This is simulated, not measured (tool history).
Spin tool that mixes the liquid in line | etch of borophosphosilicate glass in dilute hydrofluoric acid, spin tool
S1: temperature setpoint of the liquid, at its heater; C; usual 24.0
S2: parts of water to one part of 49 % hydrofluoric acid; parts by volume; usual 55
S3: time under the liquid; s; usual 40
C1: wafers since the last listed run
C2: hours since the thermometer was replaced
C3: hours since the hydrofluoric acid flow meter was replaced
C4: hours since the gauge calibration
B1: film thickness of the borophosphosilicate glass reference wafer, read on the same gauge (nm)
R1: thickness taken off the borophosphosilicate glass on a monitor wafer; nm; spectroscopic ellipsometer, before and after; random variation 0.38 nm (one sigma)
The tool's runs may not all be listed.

run 1 day=0.000 | S1=24.0 S2=55 S3=60 | C1=0 C2=1093.6 C3=467.3 C4=583.1 | B1=62.26 | R1=64.77
run 2 day=1.917 | S1=24.0 S2=55 S3=60 | C1=622 C2=1139.6 C3=513.3 C4=629.1 | B1=62.39 | R1=65.40
run 3 day=6.096 | S1=25.5 S2=55 S3=40 | C1=1357 C2=1239.9 C3=613.6 C4=729.4 | B1=62.57 | R1=46.27
run 4 day=9.812 | S1=24.0 S2=55 S3=40 | C1=1206 C2=1329.1 C3=702.8 C4=818.6 | B1=62.72 | R1=44.08
run 5 day=14.079 | S1=24.0 S2=55 S3=40 | C1=1385 C2=1431.5 C3=805.2 C4=921.0 | B1=62.79 | R1=44.93
run 6 day=17.871 | S1=24.0 S2=65 S3=40 | C1=1231 C2=1522.5 C3=896.2 C4=1012.0 | B1=62.92 | R1=36.87
run 7 day=20.092 | S1=24.0 S2=55 S3=40 | C1=721 C2=1575.8 C3=949.5 C4=1065.3 | B1=63.00 | R1=44.20
-- day=22.742 thermometer replaced
run 8 day=23.000 | S1=24.0 S2=55 S3=40 | C1=930 C2=6.2 C3=1019.3 C4=1135.1 | B1=63.02 | R1=43.80
run 9 day=26.771 | S1=24.0 S2=55 S3=40 | C1=1224 C2=96.7 C3=1109.8 C4=1225.6 | B1=63.09 | R1=44.57
run 10 day=28.550 | S1=20.0 S2=80 S3=35 | C1=577 C2=139.4 C3=1152.5 C4=1268.3 | B1=63.08 | R1=21.88
-- day=31.529 hydrofluoric acid flow meter replaced
run 11 day=32.504 | S1=20.0 S2=35 S3=50 | C1=1270 C2=234.3 C3=23.4 C4=1363.2 | B1=63.13 | R1=74.86
run 12 day=34.379 | S1=24.0 S2=55 S3=40 | C1=608 C2=279.3 C3=68.4 C4=1408.2 | B1=63.22 | R1=44.26
-- day=34.433 gauge calibrated
run 13 day=38.067 | S1=27.0 S2=55 S3=30 | C1=1197 C2=367.8 C3=156.9 C4=87.2 | B1=60.93 | R1=35.73

Forecast run 14:
run 14 day=40.883 | S1=28.0 S2=25 S3=40 | C1=914 C2=435.4 C3=224.5 C4=154.8 | B1=? | R1=?

B1: 61.34
R1: 115.64 nm
Without the tool's hidden state the same run would have given R1 113.12 nm.
